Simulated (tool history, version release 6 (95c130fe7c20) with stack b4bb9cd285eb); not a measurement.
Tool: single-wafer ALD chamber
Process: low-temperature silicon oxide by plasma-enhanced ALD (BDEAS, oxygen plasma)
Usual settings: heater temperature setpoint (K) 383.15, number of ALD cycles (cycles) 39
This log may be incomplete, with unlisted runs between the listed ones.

run	hour	heater temperature setpoint (K)	number of ALD cycles (cycles)	wafers since the last listed run	hours since the last thermocouple change	hours since the gauge calibration	read-back reference wafer on the same gauge, thickness_nm	mean film thickness on the monitor wafer (angstrom)
1	0	383.15	39	0	949.2	221.9	5.989	59.41
2	22	383.15	39	156	971.2	243.9	5.992	58.98
3	40.4	372.15	39	130	989.6	262.3	5.998	60.49
4	55	372.15	39	103	1004.2	276.9	6.006	60.47
5	152.7	383.15	39	693	1101.9	374.6	6.025	59.21
6	181	383.15	39	200	1130.2	402.9	6.032	59.11
7	203.2	383.15	39	157	1152.4	425.1	6.03	59.58
8	238.5	383.15	39	250	1187.7	460.4	6.038	59.63
9	265.1	383.15	39	188	1214.3	487	6.046	59.33
10	292.2	383.15	39	192	1241.4	514.1	6.049	59.11
11	380	383.15	39	623	1329.2	601.9	6.067	59.58
# hour 392.8: gauge calibrated
12	402.8	383.15	33	161	1352	10	5.968	49.7
13	444.1	375.15	39	293	1393.3	51.3	5.962	59.32
14	467.6	375.15	39	166	1416.8	74.8	5.975	59.66
15	484.4	375.15	39	119	1433.6	91.6	5.98	58.97
# hour 514.6: thermocouple changed; heater temperature recalibrated
16	520	395.15	39	195	5.4	127.2	5.973	58.07
17	541.6	395.15	39	153	27	148.8	5.986	57.51
18	558.6	383.15	44	120	44	165.8	5.988	66.26
19	579.6	383.15	39	149	65	186.8	5.999	58.92
20	595.7	383.15	39	114	81.1	202.9	5.993	59.36
21	624.7	393.15	35	205	110.1	231.9	6.008	52.02
22	651.2	383.15	39	188	136.6	258.4	6.014	58.81
23	668.7	383.15	39	124	154.1	275.9	6.016	59.54
24	690.6	383.15	39	155	176	297.8	6.019	59.25
25	713.2	391.15	46	160	198.6	320.4	6.016	69.21
26	742.8	383.15	43	210	228.2	350	6.028	65.33
27	773	383.15	39	214	258.4	380.2	6.029	59.54
28	790.8	383.15	32	126	276.2	398	6.031	48.85
29	802.8	383.15	39	85	288.2	410	6.039	59.74
30	831	392.15	42	200	316.4	438.2	6.039	62.89
31	883.7	383.15	46	373	369.1	490.9	6.06	70.55
32	915.3	393.15	39	224	400.7	522.5	6.058	59.01
33	928.3	383.15	35	92	413.7	535.5	6.066	53.44
34	943.8	374.15	41	109	429.2	551	6.059	63.57
35	961.9	369.15	36	128	447.3	569.1	6.074	56.6

Below are 5 alternative next runs, each starting from the tool's condition after run 35. Predict each:
A	962.4	383.15	39	3	447.8	569.6	?	?
B	962.4	378.15	39	3	447.8	569.6	?	?
C	962.4	383.15	41	3	447.8	569.6	?	?
D	962.4	397.15	39	3	447.8	569.6	?	?
E	962.4	377.15	32	3	447.8	569.6	?	?

run	read-back reference wafer on the same gauge, thickness_nm	mean film thickness on the monitor wafer (angstrom)
A	6.07	60.01
B	6.07	60.51
C	6.07	63.09
D	6.07	58.63
E	6.07	49.73
Without the tool's unlogged condition, the same runs would have read:
run	mean film thickness on the monitor wafer (angstrom)
A	59.02
B	59.51
C	62.05
D	57.66
E	48.91

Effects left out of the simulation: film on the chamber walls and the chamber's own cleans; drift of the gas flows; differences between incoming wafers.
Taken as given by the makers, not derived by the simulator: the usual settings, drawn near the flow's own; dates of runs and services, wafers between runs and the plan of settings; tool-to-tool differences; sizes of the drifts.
